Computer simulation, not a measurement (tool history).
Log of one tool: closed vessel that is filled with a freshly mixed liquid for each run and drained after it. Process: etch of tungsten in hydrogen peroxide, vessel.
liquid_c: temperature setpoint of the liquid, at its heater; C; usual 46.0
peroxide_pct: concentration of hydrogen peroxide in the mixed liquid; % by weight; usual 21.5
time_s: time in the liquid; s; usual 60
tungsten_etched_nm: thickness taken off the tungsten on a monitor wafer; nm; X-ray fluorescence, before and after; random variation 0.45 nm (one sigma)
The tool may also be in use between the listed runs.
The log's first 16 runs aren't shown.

run   hour  liquid_c  peroxide_pct  time_s  read-back film thickness of the tungsten reference wafer, read on the same gauge (nm)  tungsten_etched_nm
 17  188.1      49.5          19.0      60                                                                                  70.02               61.33
     188.6  -- gauge calibrated
 18  202.9      50.5          19.5      45                                                                                  69.99               50.36
 19  215.7      55.5          24.0      60                                                                                  70.00               98.21
 20  230.8      54.5          27.5      85                                                                                  69.98              139.98
 21  238.1      46.0          25.5      60                                                                                  70.01               56.86
 22  250.7      46.0          21.5      60                                                                                  70.02               51.58
 23  258.1      46.0          21.5      60                                                                                  70.01               51.91
 24  269.6      46.0          21.5      85                                                                                  70.00               73.39
 25  276.5      46.0          25.0      95                                                                                  70.01               88.70
 26  293.9      49.0          21.5      70                                                                                  70.02               72.13
 27  310.9      38.0          19.0      50                                                                                  69.99               24.14
 28  324.0      46.0          18.0      35                                                                                  70.01               27.83
     334.1  -- new drum of peroxide connected
 29  336.7      39.5          24.5      45                                                                                  70.03               28.50
 30  349.3      46.0          21.5      60                                                                                  70.01               53.29

Forecast each of these 4 alternatives for the next run:
  A  350.0      46.0          21.5      60                                                                                      ?                   ?
  B  350.0      51.5          21.5      60                                                                                      ?                   ?
  C  350.0      43.0          17.5      35                                                                                      ?                   ?
  D  350.0      39.5          21.5      40                                                                                      ?                   ?

run  read-back film thickness of the tungsten reference wafer, read on the same gauge (nm)  tungsten_etched_nm
  A                                                                                  70.04               52.99
  B                                                                                  70.04               74.36
  C                                                                                  70.04               23.07
  D                                                                                  70.04               23.31
Without the tool's hidden state the same runs would have given:
run  tungsten_etched_nm
  A               53.38
  B               74.90
  C               23.24
  D               23.48
